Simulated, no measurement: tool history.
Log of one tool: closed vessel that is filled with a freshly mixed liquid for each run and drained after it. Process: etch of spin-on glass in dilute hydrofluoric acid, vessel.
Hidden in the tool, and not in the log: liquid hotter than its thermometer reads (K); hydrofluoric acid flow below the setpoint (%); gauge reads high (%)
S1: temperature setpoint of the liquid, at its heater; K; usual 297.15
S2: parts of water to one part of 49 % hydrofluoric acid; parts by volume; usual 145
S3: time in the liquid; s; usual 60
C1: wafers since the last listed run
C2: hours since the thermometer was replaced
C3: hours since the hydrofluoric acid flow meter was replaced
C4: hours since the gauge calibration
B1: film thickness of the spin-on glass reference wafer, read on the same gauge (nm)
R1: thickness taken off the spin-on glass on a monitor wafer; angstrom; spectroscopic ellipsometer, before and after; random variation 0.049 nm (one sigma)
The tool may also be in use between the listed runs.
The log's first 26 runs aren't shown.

{"hour": 696.8, "done": "hydrofluoric acid flow meter replaced"}
{"run": 27, "hour": 697.9, "S1": 300.65, "S2": 145, "S3": 60, "C1": 3737, "C2": 181.5, "C3": 1.1, "C4": 93.6, "B1": 129.62, "R1": 101.4}
{"run": 28, "hour": 727.9, "S1": 297.15, "S2": 145, "S3": 60, "C1": 3840, "C2": 211.5, "C3": 31.1, "C4": 123.6, "B1": 129.58, "R1": 88.5}
{"run": 29, "hour": 791.9, "S1": 297.15, "S2": 145, "S3": 60, "C1": 8192, "C2": 275.5, "C3": 95.1, "C4": 187.6, "B1": 129.43, "R1": 87.9}
{"run": 30, "hour": 872.7, "S1": 297.15, "S2": 145, "S3": 60, "C1": 10342, "C2": 356.3, "C3": 175.9, "C4": 268.4, "B1": 129.16, "R1": 87.4}
{"run": 31, "hour": 885.7, "S1": 295.65, "S2": 115, "S3": 30, "C1": 1664, "C2": 369.3, "C3": 188.9, "C4": 281.4, "B1": 129.11, "R1": 53.8}
{"run": 32, "hour": 901.3, "S1": 297.15, "S2": 145, "S3": 60, "C1": 1996, "C2": 384.9, "C3": 204.5, "C4": 297, "B1": 129.03, "R1": 88.4}
{"run": 33, "hour": 913.5, "S1": 297.15, "S2": 190, "S3": 30, "C1": 1561, "C2": 397.1, "C3": 216.7, "C4": 309.2, "B1": 128.99, "R1": 31.7}
{"run": 34, "hour": 1019.9, "S1": 300.65, "S2": 80, "S3": 40, "C1": 13619, "C2": 503.5, "C3": 323.1, "C4": 415.6, "B1": 128.44, "R1": 131.7}
{"run": 35, "hour": 1043.6, "S1": 297.15, "S2": 205, "S3": 40, "C1": 3033, "C2": 527.2, "C3": 346.8, "C4": 439.3, "B1": 128.29, "R1": 38.8}

Forecast each of these 3 alternatives for the next run:
{"run": "A", "hour": 1044.3, "S1": 297.15, "S2": 105, "S3": 60, "C1": 89, "C2": 527.9, "C3": 347.5, "C4": 440, "B1": "?", "R1": "?"}
{"run": "B", "hour": 1044.3, "S1": 300.65, "S2": 170, "S3": 70, "C1": 89, "C2": 527.9, "C3": 347.5, "C4": 440, "B1": "?", "R1": "?"}
{"run": "C", "hour": 1044.3, "S1": 301.65, "S2": 145, "S3": 60, "C1": 89, "C2": 527.9, "C3": 347.5, "C4": 440, "B1": "?", "R1": "?"}

run=A B1=128.3 R1=126.7
run=B B1=128.3 R1=96.4
run=C B1=128.3 R1=103.6
Without the tool's hidden state the same runs would have given:
run=A R1=128.4
run=B R1=97.7
run=C R1=105
